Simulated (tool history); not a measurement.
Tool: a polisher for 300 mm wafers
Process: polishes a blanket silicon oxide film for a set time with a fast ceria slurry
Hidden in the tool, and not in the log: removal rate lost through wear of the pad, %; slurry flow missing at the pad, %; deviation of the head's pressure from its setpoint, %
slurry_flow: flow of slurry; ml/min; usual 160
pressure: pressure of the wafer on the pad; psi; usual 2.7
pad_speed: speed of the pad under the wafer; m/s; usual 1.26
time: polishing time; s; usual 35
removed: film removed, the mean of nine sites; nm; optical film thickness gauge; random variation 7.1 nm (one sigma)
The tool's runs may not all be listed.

run	hour	slurry_flow	pressure	pad_speed	time	wafers since the last listed run	wafers polished on this pad	hours since the slurry nozzle was cleaned	hours since the head pressure was calibrated	incoming thickness of the incoming film, nm	removed
1	0	160	2.7	1.26	39	0	2876	800.2	140.9	1886.4	842.8
# hour 41.7: slurry nozzle cleaned
2	67.9	160	2.7	1.26	39	1115	3991	26.2	208.8	1916.6	837
3	113.2	160	2.7	1.26	39	755	4746	71.5	254.1	1918.2	829.6
# hour 200.7: worn pad replaced by a new one
4	205.2	160	2.7	1.26	35	1467	75	163.5	346.1	1896	749.8
5	244.1	160	2.7	1.26	35	648	724	202.4	385	1880.6	735
6	350.4	180	2.1	1.26	35	1772	2496	308.7	491.3	1860.8	648.3
7	414.3	180	2.1	1.26	35	1065	3561	372.6	555.2	1897.8	643.1
8	451.5	160	2.7	1.26	35	620	4181	409.8	592.4	1886.5	737.5
9	501	160	2.7	1.26	35	825	5007	459.3	641.9	1910.3	725.4
10	553	160	2.7	1.26	35	866	5874	511.3	693.9	1890.3	721.8
# hour 570.9: worn pad replaced by a new one
11	622.3	160	2.7	1.26	35	1088	857	580.6	763.2	1894.3	704.1
12	674.2	160	2.7	1.4	38	865	1722	632.5	815.1	1932.2	818.6
13	716.3	160	2.7	1.26	35	701	2424	674.6	857.2	1909.8	693.8
14	770.1	160	2.7	1.26	35	896	3321	728.4	911	1860.1	698
15	809.3	160	2.7	1.26	35	653	3974	767.6	950.2	1893.4	693.3
# hour 841.6: slurry nozzle cleaned
16	891.1	160	2.7	1.38	45	1347	5321	49.5	1032	1913.8	934.1
# hour 902.2: worn pad replaced by a new one
# hour 919.3: head pressure recalibrated
17	962	120	3.5	1.26	46	1082	964	120.4	42.7	1903.6	1076.3
18	1025.3	160	2.7	1.26	35	1055	2019	183.7	106	1910.3	739.5
19	1120.9	160	2.2	1.02	35	1593	3613	279.3	201.6	1881.3	573.9
20	1180.7	160	2.7	1.26	35	996	4610	339.1	261.4	1913.5	742
21	1257.4	120	2.7	1.26	41	1278	5889	415.8	338.1	1893.6	811.5
# hour 1334.9: worn pad replaced by a new one
22	1335.4	190	2	1.66	35	1233	7	493.8	416.1	1896.7	783.7
23	1370.4	115	3.4	1.54	35	583	591	528.8	451.1	1896.5	902.5
24	1441.7	160	2.7	1.26	35	1188	1779	600.1	522.4	1896.3	715.2
25	1492.7	180	2.7	0.98	35	850	2630	651.1	573.4	1919.8	638.6
26	1574.3	160	2.7	1.26	43	1360	3990	732.7	655	1900	905
27	1672.1	160	2.4	0.9	35	1630	5621	830.5	752.8	1907.7	541.6
# hour 1698: slurry nozzle cleaned
# hour 1707.6: worn pad replaced by a new one
28	1767.3	160	2.7	1.26	35	1503	994	69.3	848	1929.1	697
# hour 1812.4: head pressure recalibrated
29	1827.3	160	2.7	1.26	35	966	1961	129.3	14.9	1885.8	760.9
30	1926.7	160	1.9	1.26	30	1657	3619	228.7	114.3	1916.3	528.1

What the log doesn't show, run by run:
removal rate lost through wear of the pad, %: 0 in every run
slurry flow missing at the pad, %: 0 in every run
H1: deviation of the head's pressure from its setpoint, %
run	H1
1	-0.618
2	-0.946
3	-1.24
4	-2
5	-2.39
6	-3.68
7	-4.6
8	-5.19
9	-6.04
10	-7
11	-8.39
12	-9.52
13	-10.5
14	-11.8
15	-12.8
16	-15.1
17	-1.09
18	-1.22
19	-1.63
20	-2.01
21	-2.65
22	-3.46
23	-3.88
24	-4.84
25	-5.61
26	-7
27	-8.9
28	-11
29	-0.742
30	-0.919
